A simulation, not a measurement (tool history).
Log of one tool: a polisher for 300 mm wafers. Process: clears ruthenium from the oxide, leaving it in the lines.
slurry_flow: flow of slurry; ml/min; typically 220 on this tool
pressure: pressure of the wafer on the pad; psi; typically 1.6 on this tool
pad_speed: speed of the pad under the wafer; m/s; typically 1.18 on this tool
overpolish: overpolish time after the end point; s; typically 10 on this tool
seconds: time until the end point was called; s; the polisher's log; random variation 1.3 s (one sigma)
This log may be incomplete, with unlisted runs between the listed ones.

run   hour  slurry_flow  pressure  pad_speed  overpolish  wafers since the last listed run  wafers polished on this pad  hours since the slurry nozzle was cleaned  hours since the head pressure was calibrated  incoming thickness of the incoming film, nm  seconds
  1      0          220       1.6       1.18          14                                 0                          700                                      341.9                                         487.2                                         89.6     78.9
  2   28.7          220       1.6       1.18          14                               202                          902                                      370.6                                         515.9                                         89.5     80.4
  3     46          220       1.6       1.18          14                               121                         1024                                      387.9                                         533.2                                         89.7       81
      69.3  -- worn pad replaced by a new one
  4   76.4          220       1.6       1.18          10                               185                           50                                      418.3                                         563.6                                         90.5     80.1
  5     91          220       1.6       1.18          10                               102                          153                                      432.9                                         578.2                                         89.7     76.8
  6  124.2          220       1.6       0.96          10                               233                          386                                      466.1                                         611.4                                           90     90.7
  7  159.6          220       1.6       1.18          10                               249                          636                                      501.5                                         646.8                                         89.9       80
  8  184.6          220       1.6       1.18          10                               176                          812                                      526.5                                         671.8                                         90.9     81.1
  9  200.1          220       1.6       1.18          10                               109                          921                                        542                                         687.3                                         88.5     82.1
 10  224.9          220       1.6       1.32          10                               174                         1096                                      566.8                                         712.1                                         89.5     74.2
     236.1  -- worn pad replaced by a new one
 11  241.9          220       1.6       1.32          10                                91                           40                                      583.8                                         729.1                                         90.2     76.1
       253  -- slurry nozzle cleaned
 12  268.2          220       1.6       1.32          10                               178                          218                                       15.2                                         755.4                                         91.2       77
 13  298.9          220       1.6       1.18           9                               216                          435                                       45.9                                         786.1                                         90.6     79.5
     306.9  -- head pressure recalibrated
 14  339.4          220       1.4       1.18          10                               271                          706                                       86.4                                          32.5                                         89.9     90.5
 15  363.1          220       1.6       1.18          10                               166                          873                                      110.1                                          56.2                                         89.2     80.1
 16  395.7          185       1.6       1.18          10                               229                         1102                                      142.7                                          88.8                                         89.8     81.3
     402.7  -- worn pad replaced by a new one
 17  412.2          175       1.1       1.18          10                                88                           66                                      159.2                                         105.3                                         90.3    114.7
 18  424.9          260       1.6       1.18           5                                89                          156                                      171.9                                           118                                         90.1     80.7
 19  453.9          280       1.8       1.52          10                               204                          360                                      200.9                                           147                                         91.5     60.4
 20    481          220       1.8       1.18          13                               190                          551                                        228                                         174.1                                         90.3     71.5
 21    498          220       1.6       1.18          10                               119                          671                                        245                                         191.1                                         91.6     81.6
 22  523.4          150       1.6       1.46          10                               178                          849                                      270.4                                         216.5                                         89.8     71.6
       536  -- worn pad replaced by a new one
 23  558.6          260       1.6       1.18           5                               219                          159                                      305.6                                         251.7                                         88.4     77.6
 24  592.8          220       1.6       1.18          10                               240                          400                                      339.8                                         285.9                                         90.4     81.2
 25  617.2          155       1.3       1.46           7                               171                          572                                      364.2                                         310.3                                         89.3     81.4
 26  631.7          220       1.6       1.18          10                               102                          674                                      378.7                                         324.8                                         89.5     79.8
 27  649.6          220       1.6       0.86          10                               126                          800                                      396.6                                         342.7                                         88.8     96.6
 28  674.1          220       1.6       1.38          10                               172                          972                                      421.1                                         367.2                                         88.3     69.4
     683.1  -- worn pad replaced by a new one
 29  696.3          220       1.6        1.3          10                               128                           93                                      443.3                                         389.4                                         88.9     73.4
 30  731.7          220         2       1.18          10                               249                          342                                      478.7                                         424.8                                           90     67.2
 31  766.4          220         1       1.18          10                               244                          587                                      513.4                                         459.5                                         88.7    115.2

Predict each of these 3 candidate next runs independently; none follows another, all start after run 31:
  A  766.9          220       1.6        1.4          10                                 3                          590                                      513.9                                           460                                         89.9        ?
  B  766.9          220       1.3       1.18          14                                 3                          590                                      513.9                                           460                                         89.9        ?
  C  766.9          165       1.9       0.78          12                                 3                          590                                      513.9                                           460                                         89.9        ?

run  seconds
  A     70.5
  B     94.7
  C     89.8
Take away the tool's hidden state, keep each run's random variation, and the runs would have read:
run  seconds
  A     70.5
  B     94.7
  C     89.8
